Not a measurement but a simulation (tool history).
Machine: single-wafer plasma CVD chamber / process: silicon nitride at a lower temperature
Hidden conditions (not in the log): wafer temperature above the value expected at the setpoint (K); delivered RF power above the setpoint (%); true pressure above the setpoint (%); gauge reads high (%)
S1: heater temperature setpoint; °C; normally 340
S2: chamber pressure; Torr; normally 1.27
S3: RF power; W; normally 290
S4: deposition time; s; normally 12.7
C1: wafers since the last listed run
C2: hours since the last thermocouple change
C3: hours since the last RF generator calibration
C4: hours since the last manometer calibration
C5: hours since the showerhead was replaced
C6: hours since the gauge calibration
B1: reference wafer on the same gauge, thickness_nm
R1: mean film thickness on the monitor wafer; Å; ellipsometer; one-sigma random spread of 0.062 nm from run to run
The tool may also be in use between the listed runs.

{"run": 1, "day": 0.0, "S1": 340, "S2": 1.27, "S3": 290, "S4": 12.7, "C1": 0, "C2": 450, "C3": 788.8, "C4": 756, "C5": 6925.2, "C6": 685.5, "B1": 11.807, "R1": 115.64}
{"run": 2, "day": 2.271, "S1": 340, "S2": 1.27, "S3": 290, "S4": 12.7, "C1": 2278, "C2": 504.5, "C3": 843.3, "C4": 810.5, "C5": 6979.7, "C6": 740, "B1": 11.815, "R1": 114.01}
{"day": 6.117, "done": "RF generator calibrated"}
{"run": 3, "day": 6.558, "S1": 340, "S2": 1.27, "S3": 290, "S4": 12.7, "C1": 3967, "C2": 607.4, "C3": 10.6, "C4": 913.4, "C5": 7082.6, "C6": 842.9, "B1": 11.777, "R1": 118.24}
{"run": 4, "day": 10.138, "S1": 340, "S2": 1.27, "S3": 290, "S4": 12.7, "C1": 3591, "C2": 693.3, "C3": 96.5, "C4": 999.3, "C5": 7168.5, "C6": 928.8, "B1": 11.802, "R1": 117.96}
{"run": 5, "day": 12.288, "S1": 340, "S2": 1.27, "S3": 290, "S4": 12.7, "C1": 2157, "C2": 744.9, "C3": 148.1, "C4": 1050.9, "C5": 7220.1, "C6": 980.4, "B1": 11.815, "R1": 118.71}
{"run": 6, "day": 14.1, "S1": 340, "S2": 1.27, "S3": 290, "S4": 12.7, "C1": 1818, "C2": 788.4, "C3": 191.6, "C4": 1094.4, "C5": 7263.6, "C6": 1023.9, "B1": 11.789, "R1": 119.64}
{"run": 7, "day": 17.154, "S1": 340, "S2": 1.27, "S3": 290, "S4": 12.7, "C1": 3064, "C2": 861.7, "C3": 264.9, "C4": 1167.7, "C5": 7336.9, "C6": 1097.2, "B1": 11.788, "R1": 118.73}
{"run": 8, "day": 21.429, "S1": 340, "S2": 1.27, "S3": 290, "S4": 12.7, "C1": 4289, "C2": 964.3, "C3": 367.5, "C4": 1270.3, "C5": 7439.5, "C6": 1199.8, "B1": 11.804, "R1": 117.13}
{"run": 9, "day": 23.533, "S1": 340, "S2": 1.27, "S3": 290, "S4": 13.3, "C1": 2111, "C2": 1014.8, "C3": 418, "C4": 1320.8, "C5": 7490, "C6": 1250.3, "B1": 11.819, "R1": 123.67}
{"day": 27.362, "done": "showerhead replaced, of another model than before"}
{"run": 10, "day": 27.8, "S1": 340, "S2": 1.27, "S3": 290, "S4": 13.3, "C1": 3946, "C2": 1117.2, "C3": 520.4, "C4": 1423.2, "C5": 10.5, "C6": 1352.7, "B1": 11.811, "R1": 123.99}
{"run": 11, "day": 30.921, "S1": 340, "S2": 1.27, "S3": 290, "S4": 13.3, "C1": 3131, "C2": 1192.1, "C3": 595.3, "C4": 1498.1, "C5": 85.4, "C6": 1427.6, "B1": 11.82, "R1": 123.39}
{"run": 12, "day": 34.371, "S1": 340, "S2": 1.27, "S3": 250, "S4": 12.7, "C1": 3461, "C2": 1274.9, "C3": 678.1, "C4": 1580.9, "C5": 168.2, "C6": 1510.4, "B1": 11.799, "R1": 108.22}
{"day": 35.638, "done": "capacitance manometer re-zeroed and calibrated"}
{"run": 13, "day": 37.121, "S1": 340, "S2": 1.27, "S3": 250, "S4": 12.7, "C1": 2425, "C2": 1340.9, "C3": 744.1, "C4": 35.6, "C5": 234.2, "C6": 1576.4, "B1": 11.79, "R1": 108.36}
{"day": 38.246, "done": "RF generator calibrated"}
{"day": 40.096, "done": "gauge calibrated"}
{"run": 14, "day": 40.65, "S1": 340, "S2": 1.27, "S3": 290, "S4": 11.5, "C1": 3206, "C2": 1425.6, "C3": 57.7, "C4": 120.3, "C5": 318.9, "C6": 13.3, "B1": 11.787, "R1": 108.53}
{"day": 42.679, "done": "thermocouple changed; heater temperature recalibrated"}
{"run": 15, "day": 44.775, "S1": 340, "S2": 1.27, "S3": 330, "S4": 12.7, "C1": 3804, "C2": 50.3, "C3": 156.7, "C4": 219.3, "C5": 417.9, "C6": 112.3, "B1": 11.787, "R1": 127.85}
{"run": 16, "day": 46.479, "S1": 340, "S2": 1.57, "S3": 250, "S4": 10.3, "C1": 1710, "C2": 91.2, "C3": 197.6, "C4": 260.2, "C5": 458.8, "C6": 153.2, "B1": 11.797, "R1": 92.63}
{"run": 17, "day": 48.538, "S1": 340, "S2": 1.27, "S3": 290, "S4": 12.7, "C1": 2065, "C2": 140.6, "C3": 247, "C4": 309.6, "C5": 508.2, "C6": 202.6, "B1": 11.779, "R1": 118.6}
{"run": 18, "day": 52.267, "S1": 340, "S2": 1.27, "S3": 290, "S4": 13.3, "C1": 3742, "C2": 230.1, "C3": 336.5, "C4": 399.1, "C5": 597.7, "C6": 292.1, "B1": 11.782, "R1": 124.77}
{"run": 19, "day": 56.058, "S1": 340, "S2": 1.46, "S3": 260, "S4": 10.7, "C1": 3804, "C2": 321.1, "C3": 427.5, "C4": 490.1, "C5": 688.7, "C6": 383.1, "B1": 11.808, "R1": 97.01}
{"run": 20, "day": 59.45, "S1": 340, "S2": 1.27, "S3": 290, "S4": 12.7, "C1": 3403, "C2": 402.5, "C3": 508.9, "C4": 571.5, "C5": 770.1, "C6": 464.5, "B1": 11.791, "R1": 118.68}
{"run": 21, "day": 70.142, "S1": 340, "S2": 1.27, "S3": 265, "S4": 11, "C1": 10728, "C2": 659.1, "C3": 765.5, "C4": 828.1, "C5": 1026.7, "C6": 721.1, "B1": 11.803, "R1": 97.26}
{"run": 22, "day": 72.738, "S1": 340, "S2": 1.27, "S3": 235, "S4": 14.5, "C1": 2604, "C2": 721.4, "C3": 827.8, "C4": 890.4, "C5": 1089, "C6": 783.4, "B1": 11.811, "R1": 118.35}
{"day": 73.5, "done": "RF generator calibrated"}
{"run": 23, "day": 75.154, "S1": 340, "S2": 1.27, "S3": 290, "S4": 12.7, "C1": 2090, "C2": 779.4, "C3": 39.7, "C4": 948.4, "C5": 1147, "C6": 841.4, "B1": 11.814, "R1": 118.79}
{"run": 24, "day": 77.9, "S1": 340, "S2": 1.55, "S3": 245, "S4": 12.7, "C1": 2755, "C2": 845.3, "C3": 105.6, "C4": 1014.3, "C5": 1212.9, "C6": 907.3, "B1": 11.785, "R1": 112.27}
{"run": 25, "day": 79.883, "S1": 349, "S2": 1.27, "S3": 290, "S4": 13.9, "C1": 1990, "C2": 892.9, "C3": 153.2, "C4": 1061.9, "C5": 1260.5, "C6": 954.9, "B1": 11.792, "R1": 129.84}
{"run": 26, "day": 83.712, "S1": 346, "S2": 1.45, "S3": 290, "S4": 12.7, "C1": 3842, "C2": 984.8, "C3": 245.1, "C4": 1153.8, "C5": 1352.4, "C6": 1046.8, "B1": 11.794, "R1": 122.43}
{"run": 27, "day": 85.821, "S1": 340, "S2": 1.27, "S3": 290, "S4": 12.7, "C1": 2115, "C2": 1035.4, "C3": 295.7, "C4": 1204.4, "C5": 1403, "C6": 1097.4, "B1": 11.806, "R1": 117.91}
{"run": 28, "day": 90.242, "S1": 352, "S2": 1.27, "S3": 290, "S4": 12.7, "C1": 4436, "C2": 1141.5, "C3": 401.8, "C4": 1310.5, "C5": 1509.1, "C6": 1203.5, "B1": 11.79, "R1": 118.72}

Here are 3 independent what-if runs from the current tool condition. What would each one return?
{"run": "A", "day": 90.258, "S1": 340, "S2": 1.27, "S3": 235, "S4": 12.7, "C1": 16, "C2": 1141.9, "C3": 402.2, "C4": 1310.9, "C5": 1509.5, "C6": 1203.9, "B1": "?", "R1": "?"}
{"run": "B", "day": 90.258, "S1": 330, "S2": 1.27, "S3": 325, "S4": 10.9, "C1": 16, "C2": 1141.9, "C3": 402.2, "C4": 1310.9, "C5": 1509.5, "C6": 1203.9, "B1": "?", "R1": "?"}
{"run": "C", "day": 90.258, "S1": 340, "S2": 1.27, "S3": 265, "S4": 12.7, "C1": 16, "C2": 1141.9, "C3": 402.2, "C4": 1310.9, "C5": 1509.5, "C6": 1203.9, "B1": "?", "R1": "?"}

run=A B1=11.811 R1=105.26
run=B B1=11.811 R1=108.18
run=C B1=11.811 R1=112.41
Stripped of hidden state, with their random variation kept, the same runs would have yielded:
run=A R1=105.83
run=B R1=108.74
run=C R1=113.02
